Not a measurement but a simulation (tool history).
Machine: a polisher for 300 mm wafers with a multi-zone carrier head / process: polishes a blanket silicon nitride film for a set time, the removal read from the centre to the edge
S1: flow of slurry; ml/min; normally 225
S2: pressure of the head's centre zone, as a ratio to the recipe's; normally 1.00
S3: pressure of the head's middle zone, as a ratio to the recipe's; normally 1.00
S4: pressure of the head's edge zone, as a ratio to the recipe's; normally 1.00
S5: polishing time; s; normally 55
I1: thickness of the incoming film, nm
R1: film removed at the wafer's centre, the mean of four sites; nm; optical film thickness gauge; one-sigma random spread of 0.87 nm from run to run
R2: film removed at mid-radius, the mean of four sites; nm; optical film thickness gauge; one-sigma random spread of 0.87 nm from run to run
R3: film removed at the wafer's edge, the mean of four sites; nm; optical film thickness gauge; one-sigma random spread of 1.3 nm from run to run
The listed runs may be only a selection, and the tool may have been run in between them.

run	hour	S1	S2	S3	S4	S5	I1	R1	R2	R3
1	0.0	225	1.00	1.00	1.00	55	682.2	144.2	134.2	129.7
2	26.0	225	1.00	1.00	1.00	55	688.6	144.2	134.5	130.6
3	93.1	225	1.05	1.00	1.00	55	694.1	153.9	134.2	128.5
# hour 149.9: worn pad replaced by a new one
4	150.7	280	1.07	1.00	1.00	55	689.9	161.8	137.3	135.1
5	186.9	225	1.00	1.00	1.00	40	695.5	106.9	96.6	93.7
# hour 196.7: carrier head's membrane replaced by a new one, of another model than before
6	235.0	225	1.00	1.00	1.00	40	691.5	108.9	98.8	95.2
7	270.2	225	1.00	1.00	1.00	55	681.9	151.8	133.1	130.1
# hour 279.9: edge zone pressure recalibrated
# hour 290.9: centre zone pressure recalibrated
8	316.0	225	1.00	0.96	1.00	55	686.9	139.9	128.4	129.8
9	344.8	225	1.00	0.96	1.00	55	681.7	137.5	126.4	131.0
# hour 381.1: worn pad replaced by a new one
10	404.3	225	1.00	0.96	1.00	55	695.8	141.1	129.4	130.3
11	455.5	270	1.00	1.00	1.00	67	676.7	175.5	166.0	162.2
12	510.7	225	1.00	0.88	1.00	55	692.5	143.0	118.2	131.6
13	549.8	225	1.00	1.00	0.94	55	691.7	143.5	133.6	128.1
14	580.2	225	1.00	1.00	1.00	55	702.1	142.5	132.6	130.9
# hour 598.1: worn pad replaced by a new one
# hour 633.5: slurry nozzle cleaned
15	646.9	225	0.94	1.04	1.00	55	685.3	132.8	139.0	129.4
# hour 666.2: carrier head's membrane replaced by a new one
16	708.7	225	1.00	1.00	1.00	55	682.6	144.4	134.7	129.3
17	774.4	225	1.00	1.03	1.00	43	687.7	116.1	108.4	99.8

Estimate the outcome of run 18 from the log above:
# hour 822.5: worn pad replaced by a new one
18	823.0	225	1.00	1.00	1.00	40	682.9	?	?	?

{"run 18": {"R1": 106.5, "R2": 98.2, "R3": 92.8}}
With no hidden state in the tool, this same run would have given R1 99.2 nm, R2 98.2 nm, R3 92.8 nm.
